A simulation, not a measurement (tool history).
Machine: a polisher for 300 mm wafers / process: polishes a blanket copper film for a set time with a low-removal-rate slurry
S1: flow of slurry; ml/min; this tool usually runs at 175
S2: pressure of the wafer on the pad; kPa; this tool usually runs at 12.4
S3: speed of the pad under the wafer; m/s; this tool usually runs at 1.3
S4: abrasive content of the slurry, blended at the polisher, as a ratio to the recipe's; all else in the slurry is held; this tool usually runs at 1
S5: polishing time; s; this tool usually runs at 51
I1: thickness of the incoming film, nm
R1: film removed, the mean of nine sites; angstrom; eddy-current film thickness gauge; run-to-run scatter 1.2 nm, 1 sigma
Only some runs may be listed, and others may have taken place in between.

run,hour,S1,S2,S3,S4,S5,I1,R1
1,0,175,12.4,1.3,1.05,51,896.7,1108
# hour 11.4: slurry blender recalibrated
2,42.9,175,12.4,1.3,1,51,892.9,1110
# hour 62.6: slurry nozzle cleaned
3,108.2,175,12.4,1.3,1,51,906.7,1099
# hour 134.5: worn pad replaced by a new one
4,272.1,175,12.4,1.3,1,51,885.5,1124
5,413.3,175,12.4,1.3,1,51,881.4,1094
# hour 420.1: slurry blender recalibrated
# hour 451.2: head pressure recalibrated
6,469.8,175,12.4,1,1,51,892.4,844
7,530.7,175,12.4,1.3,1,51,890.1,1114
8,567.6,175,9.7,1.3,0.9,51,889,860
# hour 575.2: worn pad replaced by a new one
9,629.6,175,9.7,1.3,0.9,51,872.4,845
10,661.1,175,9.7,1.3,0.9,51,898.5,845
11,716.5,175,12.4,1.3,1,51,889,1109
# hour 734.1: slurry nozzle cleaned
12,825.8,175,10.3,1.5,1.2,63,894.8,1354
# hour 859.3: slurry blender recalibrated
13,889.9,175,12.4,1.3,1,51,892.5,1094
14,923.3,125,11,1.3,0.7,36,879.3,602
15,960.2,175,15.2,1.6,1,60,883.2,1921
16,1004,175,12.4,1.3,1,44,889.3,959
17,1030.1,200,12.4,1.68,1,35,897.9,987
# hour 1035.3: worn pad replaced by a new one
18,1090.5,175,12.4,1.3,1,34,884.7,724
19,1123.4,150,14.5,1.3,0.85,56,891.1,1305
# hour 1127.9: head pressure recalibrated
20,1183.1,175,12.4,1.3,1,51,903.1,1089
21,1253.1,175,12.4,1.3,1,51,891.7,1097
22,1277.6,175,12.4,1.3,1,51,878.5,1093
# hour 1320.2: slurry blender recalibrated
23,1335.7,175,12.4,1.3,1,51,891.2,1095
24,1367.5,175,12.4,0.92,1,51,888.7,778
25,1397.9,175,14.5,1.3,0.8,51,890.2,1210
26,1430.1,175,15.9,1.3,1.1,51,903.4,1441
# hour 1440.7: slurry nozzle cleaned
# hour 1474.8: worn pad replaced by a new one
27,1484.9,125,12.4,1.5,0.7,45,894.2,982
28,1547,175,12.4,1.3,0.85,58,874.4,1184
29,1757,210,12.4,1.3,1.25,51,894.6,1194

Here are 5 independent what-if runs from the current tool condition. What would each one return?
A,1757.4,175,12.4,1.3,1.3,51,885.3,?
B,1757.4,210,12.4,1.64,1,51,885.3,?
C,1757.4,175,14.5,0.9,1,46,885.3,?
D,1757.4,175,10.3,1.3,1,51,885.3,?
E,1757.4,175,12.4,0.88,1,51,885.3,?

run,R1
A,1141
B,1395
C,782
D,906
E,731
Take away the tool's hidden state, keep each run's random variation, and the runs would have read:
run,R1
A,1141
B,1395
C,782
D,906
E,731
